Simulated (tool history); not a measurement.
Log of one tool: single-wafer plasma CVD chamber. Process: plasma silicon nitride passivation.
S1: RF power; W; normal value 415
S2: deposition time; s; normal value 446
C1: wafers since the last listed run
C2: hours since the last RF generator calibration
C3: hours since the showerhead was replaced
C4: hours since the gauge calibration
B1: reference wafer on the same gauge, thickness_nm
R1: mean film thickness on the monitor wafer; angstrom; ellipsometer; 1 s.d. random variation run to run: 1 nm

run,hour,S1,S2,C1,C2,C3,C4,B1,R1
1,0.0,415,515,0,1973.9,6861.3,131.0,756.848,7761.40
2,11.9,415,515,57,1985.8,6873.2,142.9,756.872,7758.24
3,20.9,415,515,43,1994.8,6882.2,151.9,756.786,7744.09
4,32.1,385,446,54,2006.0,6893.4,163.1,756.068,6640.40
5,38.4,385,446,30,2012.3,6899.7,169.4,755.782,6635.49
6,54.0,460,446,75,2027.9,6915.3,185.0,755.148,6817.76
7,71.2,460,446,83,2045.1,6932.5,202.2,754.875,6812.08
# hour 86.0: RF generator calibrated
# hour 87.2: gauge calibrated
8,88.0,415,513,42,2.0,6949.3,0.8,760.989,7756.62
9,101.6,415,513,65,15.6,6962.9,14.4,760.093,7751.78
10,115.1,415,446,65,29.1,6976.4,27.9,760.325,6743.34
11,133.0,470,407,86,47.0,6994.3,45.8,759.493,6301.50
# hour 141.4: showerhead replaced
12,141.9,335,528,4,55.9,0.5,54.7,759.293,7729.84
13,156.3,415,446,69,70.3,14.9,69.1,758.480,6727.28
14,165.3,335,413,43,79.3,23.9,78.1,758.118,6033.08
15,172.6,475,408,35,86.6,31.2,85.4,758.262,6292.75
16,188.9,415,446,79,102.9,47.5,101.7,757.411,6723.59
17,198.5,335,501,46,112.5,57.1,111.3,757.313,7321.77
18,212.3,450,446,66,126.3,70.9,125.1,756.875,6806.04
19,221.6,415,419,45,135.6,80.2,134.4,756.673,6323.08
20,229.7,335,501,39,143.7,88.3,142.5,756.522,7295.29

Consider 5 possible next runs. They are alternatives, not a sequence: every one starts from the tool as it was left by run 20. What does each give?
A,230.2,415,446,2,144.2,88.8,143.0,?,?
B,230.2,360,483,2,144.2,88.8,143.0,?,?
C,230.2,385,507,2,144.2,88.8,143.0,?,?
D,230.2,495,413,2,144.2,88.8,143.0,?,?
E,230.2,475,420,2,144.2,88.8,143.0,?,?

run,B1,R1
A,756.626,6708.11
B,756.626,7104.39
C,756.626,7534.94
D,756.626,6399.27
E,756.626,6461.28
Without the tool's unlogged condition, the same runs would have read:
run,R1
A,6748.70
B,7147.38
C,7580.53
D,6437.99
E,6500.38

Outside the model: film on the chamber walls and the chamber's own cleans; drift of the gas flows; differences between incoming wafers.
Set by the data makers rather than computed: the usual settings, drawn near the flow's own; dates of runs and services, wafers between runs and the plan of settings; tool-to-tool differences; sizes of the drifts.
